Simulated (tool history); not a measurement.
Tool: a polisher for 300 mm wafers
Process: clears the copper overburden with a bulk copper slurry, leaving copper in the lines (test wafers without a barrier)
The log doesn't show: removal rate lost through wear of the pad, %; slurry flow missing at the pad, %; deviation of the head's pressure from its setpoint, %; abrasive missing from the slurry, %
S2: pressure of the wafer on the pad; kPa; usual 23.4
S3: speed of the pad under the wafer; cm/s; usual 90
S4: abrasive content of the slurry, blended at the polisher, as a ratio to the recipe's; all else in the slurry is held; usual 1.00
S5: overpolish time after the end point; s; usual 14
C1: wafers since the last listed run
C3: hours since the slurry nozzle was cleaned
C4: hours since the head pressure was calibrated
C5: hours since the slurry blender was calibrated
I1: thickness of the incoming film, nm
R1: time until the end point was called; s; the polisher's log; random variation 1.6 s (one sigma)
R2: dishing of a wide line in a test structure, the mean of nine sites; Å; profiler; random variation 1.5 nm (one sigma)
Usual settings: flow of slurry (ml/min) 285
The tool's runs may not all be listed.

{"run": 1, "hour": 0.0, "flow of slurry (ml/min)": 285, "S2": 17.9, "S3": 90, "S4": 1.0, "S5": 14, "C1": 0, "wafers polished on this pad": 443, "C3": 146.7, "C4": 1089.8, "C5": 379.2, "I1": 1134.1, "R1": 142.1, "R2": 664}
{"run": 2, "hour": 31.9, "flow of slurry (ml/min)": 285, "S2": 23.4, "S3": 90, "S4": 1.2, "S5": 14, "C1": 335, "wafers polished on this pad": 778, "C3": 178.6, "C4": 1121.7, "C5": 411.1, "I1": 1151.4, "R1": 105.4, "R2": 857}
{"run": 3, "hour": 52.4, "flow of slurry (ml/min)": 285, "S2": 23.4, "S3": 90, "S4": 1.2, "S5": 14, "C1": 215, "wafers polished on this pad": 994, "C3": 199.1, "C4": 1142.2, "C5": 431.6, "I1": 1124.9, "R1": 103.8, "R2": 837}
{"run": 4, "hour": 79.3, "flow of slurry (ml/min)": 285, "S2": 23.4, "S3": 90, "S4": 0.95, "S5": 14, "C1": 282, "wafers polished on this pad": 1277, "C3": 226.0, "C4": 1169.1, "C5": 458.5, "I1": 1146.1, "R1": 112.3, "R2": 818}
{"hour": 98.9, "done": "worn pad replaced by a new one"}
{"run": 5, "hour": 99.4, "flow of slurry (ml/min)": 285, "S2": 23.4, "S3": 90, "S4": 0.95, "S5": 14, "C1": 169, "wafers polished on this pad": 5, "C3": 246.1, "C4": 1189.2, "C5": 478.6, "I1": 1117.1, "R1": 103.8, "R2": 842}
{"run": 6, "hour": 116.3, "flow of slurry (ml/min)": 285, "S2": 23.4, "S3": 90, "S4": 1.0, "S5": 14, "C1": 177, "wafers polished on this pad": 183, "C3": 263.0, "C4": 1206.1, "C5": 495.5, "I1": 1152.9, "R1": 107.4, "R2": 833}
{"hour": 122.9, "done": "slurry blender recalibrated"}
{"run": 7, "hour": 143.7, "flow of slurry (ml/min)": 285, "S2": 23.4, "S3": 114, "S4": 1.0, "S5": 14, "C1": 267, "wafers polished on this pad": 450, "C3": 290.4, "C4": 1233.5, "C5": 20.8, "I1": 1141.7, "R1": 90.3, "R2": 980}
{"run": 8, "hour": 161.9, "flow of slurry (ml/min)": 370, "S2": 23.4, "S3": 90, "S4": 1.0, "S5": 21, "C1": 191, "wafers polished on this pad": 642, "C3": 308.6, "C4": 1251.7, "C5": 39.0, "I1": 1123.1, "R1": 109.2, "R2": 1063}
{"hour": 167.9, "done": "slurry nozzle cleaned"}
{"run": 9, "hour": 187.8, "flow of slurry (ml/min)": 365, "S2": 23.4, "S3": 90, "S4": 1.0, "S5": 14, "C1": 261, "wafers polished on this pad": 904, "C3": 19.9, "C4": 1277.6, "C5": 64.9, "I1": 1137.4, "R1": 109.5, "R2": 810}
{"hour": 195.6, "done": "slurry blender recalibrated, repeated, since the last time left the tool worse"}
{"run": 10, "hour": 214.4, "flow of slurry (ml/min)": 255, "S2": 17.2, "S3": 90, "S4": 1.25, "S5": 14, "C1": 258, "wafers polished on this pad": 1162, "C3": 46.5, "C4": 1304.2, "C5": 18.8, "I1": 1131.0, "R1": 139.7, "R2": 671}
{"hour": 233.0, "done": "worn pad replaced by a new one"}
{"hour": 239.0, "done": "head pressure recalibrated"}
{"run": 11, "hour": 247.1, "flow of slurry (ml/min)": 385, "S2": 29.0, "S3": 90, "S4": 0.85, "S5": 14, "C1": 280, "wafers polished on this pad": 127, "C3": 79.2, "C4": 8.1, "C5": 51.5, "I1": 1143.9, "R1": 84.5, "R2": 1027}
{"run": 12, "hour": 278.4, "flow of slurry (ml/min)": 285, "S2": 23.4, "S3": 90, "S4": 1.0, "S5": 14, "C1": 329, "wafers polished on this pad": 456, "C3": 110.5, "C4": 39.4, "C5": 82.8, "I1": 1128.6, "R1": 103.9, "R2": 836}
{"run": 13, "hour": 294.0, "flow of slurry (ml/min)": 285, "S2": 23.4, "S3": 90, "S4": 1.0, "S5": 14, "C1": 164, "wafers polished on this pad": 620, "C3": 126.1, "C4": 55.0, "C5": 98.4, "I1": 1117.5, "R1": 104.5, "R2": 857}
{"run": 14, "hour": 310.1, "flow of slurry (ml/min)": 285, "S2": 20.7, "S3": 90, "S4": 1.0, "S5": 21, "C1": 169, "wafers polished on this pad": 789, "C3": 142.2, "C4": 71.1, "C5": 114.5, "I1": 1126.9, "R1": 116.6, "R2": 987}
{"run": 15, "hour": 327.6, "flow of slurry (ml/min)": 285, "S2": 30.3, "S3": 90, "S4": 1.0, "S5": 14, "C1": 184, "wafers polished on this pad": 974, "C3": 159.7, "C4": 88.6, "C5": 132.0, "I1": 1131.3, "R1": 80.1, "R2": 1029}

Some steps in R1 between neighbouring runs. How much of each would the tool show without its hidden state too (settings, what came in, random variation), and how much is left for the hidden state, with any gauge scatter that isn't in both results?
Run 9 -> 10: flow of slurry (ml/min) 365 -> 255, S2 23.4 -> 17.2, S4 1.00 -> 1.25, slurry blender recalibrated, repeated, since the last time left the tool worse. R1 +30.2 s: hidden state -9.4, all else +39.6.
Run 10 -> 11: flow of slurry (ml/min) 255 -> 385, S2 17.2 -> 29.0, S4 1.25 -> 0.85, worn pad replaced by a new one, head pressure recalibrated. R1 -55.2 s: hidden state +0.2, all else -55.4.
